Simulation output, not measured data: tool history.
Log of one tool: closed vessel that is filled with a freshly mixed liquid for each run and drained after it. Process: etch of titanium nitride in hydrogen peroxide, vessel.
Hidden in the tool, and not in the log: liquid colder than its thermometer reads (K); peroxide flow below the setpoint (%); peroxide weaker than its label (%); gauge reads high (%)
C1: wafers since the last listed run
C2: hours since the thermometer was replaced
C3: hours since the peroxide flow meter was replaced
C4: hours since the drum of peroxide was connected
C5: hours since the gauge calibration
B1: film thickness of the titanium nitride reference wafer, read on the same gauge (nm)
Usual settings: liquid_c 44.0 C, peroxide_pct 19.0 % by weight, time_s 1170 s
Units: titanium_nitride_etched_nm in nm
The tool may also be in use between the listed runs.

run 1 hour=0.0 | liquid_c=44.0 peroxide_pct=19.0 time_s=1170 | C1=0 C2=980.6 C3=2402.7 C4=305.2 C5=102.8 | B1=99.98 | titanium_nitride_etched_nm=17.34
run 2 hour=14.7 | liquid_c=44.0 peroxide_pct=19.0 time_s=1170 | C1=775 C2=995.3 C3=2417.4 C4=319.9 C5=117.5 | B1=100.00 | titanium_nitride_etched_nm=17.39
run 3 hour=26.7 | liquid_c=44.0 peroxide_pct=19.0 time_s=1170 | C1=633 C2=1007.3 C3=2429.4 C4=331.9 C5=129.5 | B1=100.00 | titanium_nitride_etched_nm=17.37
run 4 hour=34.4 | liquid_c=44.0 peroxide_pct=22.0 time_s=1170 | C1=406 C2=1015.0 C3=2437.1 C4=339.6 C5=137.2 | B1=100.02 | titanium_nitride_etched_nm=17.86
run 5 hour=46.2 | liquid_c=44.0 peroxide_pct=22.0 time_s=1170 | C1=622 C2=1026.8 C3=2448.9 C4=351.4 C5=149.0 | B1=100.00 | titanium_nitride_etched_nm=17.89
run 6 hour=53.2 | liquid_c=44.0 peroxide_pct=22.0 time_s=1170 | C1=369 C2=1033.8 C3=2455.9 C4=358.4 C5=156.0 | B1=100.02 | titanium_nitride_etched_nm=17.85
run 7 hour=70.9 | liquid_c=44.0 peroxide_pct=19.0 time_s=1170 | C1=934 C2=1051.5 C3=2473.6 C4=376.1 C5=173.7 | B1=100.00 | titanium_nitride_etched_nm=17.27
-- hour=80.9 thermometer replaced
run 8 hour=81.4 | liquid_c=44.0 peroxide_pct=19.0 time_s=1170 | C1=501 C2=0.5 C3=2484.1 C4=386.6 C5=184.2 | B1=100.01 | titanium_nitride_etched_nm=18.40
-- hour=91.0 new drum of peroxide connected
run 9 hour=94.2 | liquid_c=44.0 peroxide_pct=19.0 time_s=1170 | C1=622 C2=13.3 C3=2496.9 C4=3.2 C5=197.0 | B1=100.01 | titanium_nitride_etched_nm=18.72
-- hour=106.1 gauge calibrated
run 10 hour=111.9 | liquid_c=48.5 peroxide_pct=19.0 time_s=1170 | C1=934 C2=31.0 C3=2514.6 C4=20.9 C5=5.8 | B1=99.96 | titanium_nitride_etched_nm=26.04
-- hour=122.3 peroxide flow meter replaced
run 11 hour=127.8 | liquid_c=35.0 peroxide_pct=19.0 time_s=1170 | C1=786 C2=46.9 C3=5.5 C4=36.8 C5=21.7 | B1=99.98 | titanium_nitride_etched_nm=9.32
run 12 hour=141.1 | liquid_c=44.0 peroxide_pct=19.0 time_s=1170 | C1=701 C2=60.2 C3=18.8 C4=50.1 C5=35.0 | B1=100.00 | titanium_nitride_etched_nm=18.63
run 13 hour=151.0 | liquid_c=36.0 peroxide_pct=16.0 time_s=470 | C1=522 C2=70.1 C3=28.7 C4=60.0 C5=44.9 | B1=99.99 | titanium_nitride_etched_nm=3.90
run 14 hour=167.5 | liquid_c=44.0 peroxide_pct=19.0 time_s=1170 | C1=870 C2=86.6 C3=45.2 C4=76.5 C5=61.4 | B1=99.99 | titanium_nitride_etched_nm=18.60
run 15 hour=176.4 | liquid_c=44.0 peroxide_pct=21.5 time_s=1680 | C1=469 C2=95.5 C3=54.1 C4=85.4 C5=70.3 | B1=99.98 | titanium_nitride_etched_nm=27.27
run 16 hour=184.4 | liquid_c=41.5 peroxide_pct=17.0 time_s=655 | C1=422 C2=103.5 C3=62.1 C4=93.4 C5=78.3 | B1=99.99 | titanium_nitride_etched_nm=8.39
run 17 hour=193.3 | liquid_c=44.0 peroxide_pct=19.0 time_s=1170 | C1=469 C2=112.4 C3=71.0 C4=102.3 C5=87.2 | B1=99.98 | titanium_nitride_etched_nm=18.47
run 18 hour=199.9 | liquid_c=51.5 peroxide_pct=17.0 time_s=1825 | C1=348 C2=119.0 C3=77.6 C4=108.9 C5=93.8 | B1=100.00 | titanium_nitride_etched_nm=49.00
run 19 hour=211.0 | liquid_c=52.0 peroxide_pct=20.5 time_s=905 | C1=585 C2=130.1 C3=88.7 C4=120.0 C5=104.9 | B1=100.03 | titanium_nitride_etched_nm=26.12
run 20 hour=221.8 | liquid_c=49.0 peroxide_pct=16.0 time_s=1490 | C1=569 C2=140.9 C3=99.5 C4=130.8 C5=115.7 | B1=99.99 | titanium_nitride_etched_nm=32.87

Forecast each of these 3 alternatives for the next run:
run A hour=222.8 | liquid_c=44.0 peroxide_pct=16.0 time_s=1170 | C1=52 C2=141.9 C3=100.5 C4=131.8 C5=116.7 | B1=? | titanium_nitride_etched_nm=?
run B hour=222.8 | liquid_c=44.0 peroxide_pct=19.0 time_s=1815 | C1=52 C2=141.9 C3=100.5 C4=131.8 C5=116.7 | B1=? | titanium_nitride_etched_nm=?
run C hour=222.8 | liquid_c=39.0 peroxide_pct=19.0 time_s=1170 | C1=52 C2=141.9 C3=100.5 C4=131.8 C5=116.7 | B1=? | titanium_nitride_etched_nm=?

run=A B1=100.01 titanium_nitride_etched_nm=17.80
run=B B1=100.01 titanium_nitride_etched_nm=28.64
run=C B1=100.01 titanium_nitride_etched_nm=12.61
Without the tool's hidden state the same runs would have given:
run=A titanium_nitride_etched_nm=18.17
run=B titanium_nitride_etched_nm=29.23
run=C titanium_nitride_etched_nm=12.88

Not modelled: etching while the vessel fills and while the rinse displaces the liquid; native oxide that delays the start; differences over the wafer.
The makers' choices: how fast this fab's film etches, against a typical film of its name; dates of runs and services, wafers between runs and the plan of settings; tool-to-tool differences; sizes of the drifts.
